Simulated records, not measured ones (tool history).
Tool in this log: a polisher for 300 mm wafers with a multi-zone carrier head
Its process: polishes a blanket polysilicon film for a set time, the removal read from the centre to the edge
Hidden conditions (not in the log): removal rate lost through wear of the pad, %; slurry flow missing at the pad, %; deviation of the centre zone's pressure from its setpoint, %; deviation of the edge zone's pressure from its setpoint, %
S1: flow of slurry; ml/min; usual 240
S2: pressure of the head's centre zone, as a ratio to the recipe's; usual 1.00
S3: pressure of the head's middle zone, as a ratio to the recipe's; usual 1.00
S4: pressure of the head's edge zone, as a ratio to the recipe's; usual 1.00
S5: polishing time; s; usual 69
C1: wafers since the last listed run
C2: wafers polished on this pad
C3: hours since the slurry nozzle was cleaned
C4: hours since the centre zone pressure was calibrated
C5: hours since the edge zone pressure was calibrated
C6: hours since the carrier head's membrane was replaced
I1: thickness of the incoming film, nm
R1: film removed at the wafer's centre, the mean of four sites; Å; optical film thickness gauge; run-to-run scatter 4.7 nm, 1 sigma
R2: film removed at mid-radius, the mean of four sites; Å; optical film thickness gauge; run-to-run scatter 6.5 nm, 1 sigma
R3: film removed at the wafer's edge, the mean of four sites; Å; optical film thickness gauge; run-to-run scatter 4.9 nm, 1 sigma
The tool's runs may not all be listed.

run 1 hour=0.0 | S1=240 S2=1.00 S3=1.00 S4=1.00 S5=69 | C1=0 C2=782 C3=519.3 C4=925.3 C5=1309.1 C6=535.6 | I1=2234.1 | R1=4599 R2=4321 R3=4741
-- hour=4.2 worn pad replaced by a new one
run 2 hour=7.3 | S1=240 S2=1.00 S3=1.00 S4=1.00 S5=69 | C1=35 C2=33 C3=526.6 C4=932.6 C5=1316.4 C6=542.9 | I1=2288.7 | R1=4583 R2=4403 R3=4737
run 3 hour=15.0 | S1=240 S2=1.00 S3=1.00 S4=1.00 S5=69 | C1=83 C2=117 C3=534.3 C4=940.3 C5=1324.1 C6=550.6 | I1=2216.4 | R1=4605 R2=4401 R3=4738
run 4 hour=21.1 | S1=240 S2=1.00 S3=1.00 S4=1.00 S5=69 | C1=66 C2=183 C3=540.4 C4=946.4 C5=1330.2 C6=556.7 | I1=2241.4 | R1=4588 R2=4281 R3=4702
run 5 hour=36.6 | S1=240 S2=1.00 S3=1.00 S4=1.00 S5=69 | C1=168 C2=351 C3=555.9 C4=961.9 C5=1345.7 C6=572.2 | I1=2242.2 | R1=4632 R2=4273 R3=4670
run 6 hour=45.5 | S1=240 S2=1.00 S3=1.00 S4=1.00 S5=69 | C1=96 C2=447 C3=564.8 C4=970.8 C5=1354.6 C6=581.1 | I1=2270.2 | R1=4473 R2=4249 R3=4631
run 7 hour=64.2 | S1=240 S2=1.00 S3=1.00 S4=1.00 S5=69 | C1=202 C2=650 C3=583.5 C4=989.5 C5=1373.3 C6=599.8 | I1=2219.2 | R1=4557 R2=4191 R3=4698
-- hour=68.5 slurry nozzle cleaned
-- hour=70.5 worn pad replaced by a new one
run 8 hour=75.5 | S1=240 S2=1.00 S3=1.00 S4=1.00 S5=69 | C1=89 C2=54 C3=7.0 C4=1000.8 C5=1384.6 C6=611.1 | I1=2220.3 | R1=5142 R2=4817 R3=4986
-- hour=85.5 edge zone pressure recalibrated
run 9 hour=88.4 | S1=240 S2=1.00 S3=1.00 S4=1.00 S5=69 | C1=118 C2=172 C3=19.9 C4=1013.7 C5=2.9 C6=624.0 | I1=2243.8 | R1=5087 R2=4705 R3=5070
run 10 hour=99.5 | S1=175 S2=1.00 S3=1.00 S4=0.95 S5=69 | C1=120 C2=292 C3=31.0 C4=1024.8 C5=14.0 C6=635.1 | I1=2216.3 | R1=4674 R2=4531 R3=4790
-- hour=108.0 carrier head's membrane replaced by a new one
run 11 hour=108.5 | S1=240 S2=1.00 S3=1.00 S4=0.94 S5=69 | C1=43 C2=335 C3=40.0 C4=1033.8 C5=23.0 C6=0.5 | I1=2269.6 | R1=5119 R2=4801 R3=4858
run 12 hour=116.4 | S1=240 S2=1.00 S3=1.00 S4=1.00 S5=69 | C1=85 C2=421 C3=47.9 C4=1041.7 C5=30.9 C6=8.4 | I1=2216.4 | R1=5065 R2=4724 R3=5047
run 13 hour=126.9 | S1=240 S2=1.09 S3=1.00 S4=1.00 S5=48 | C1=113 C2=535 C3=58.4 C4=1052.2 C5=41.4 C6=18.9 | I1=2234.0 | R1=3853 R2=3302 R3=3435
-- hour=137.6 worn pad replaced by a new one
run 14 hour=138.1 | S1=205 S2=0.89 S3=0.95 S4=1.00 S5=77 | C1=78 C2=5 C3=69.6 C4=1063.4 C5=52.6 C6=30.1 | I1=2230.3 | R1=5005 R2=5001 R3=5597

Forecast run 15:
-- hour=142.5 centre zone pressure recalibrated
run 15 hour=148.3 | S1=240 S2=1.00 S3=1.00 S4=1.00 S5=69 | C1=88 C2=94 C3=79.8 C4=5.8 C5=62.8 C6=40.3 | I1=2260.7 | R1=? R2=? R3=?

R1: 5057 Å
R2: 4702 Å
R3: 4961 Å
The same run, on a tool lacking any hidden state, would have yielded R1 5130 Å, R2 4763 Å, R3 5008 Å.
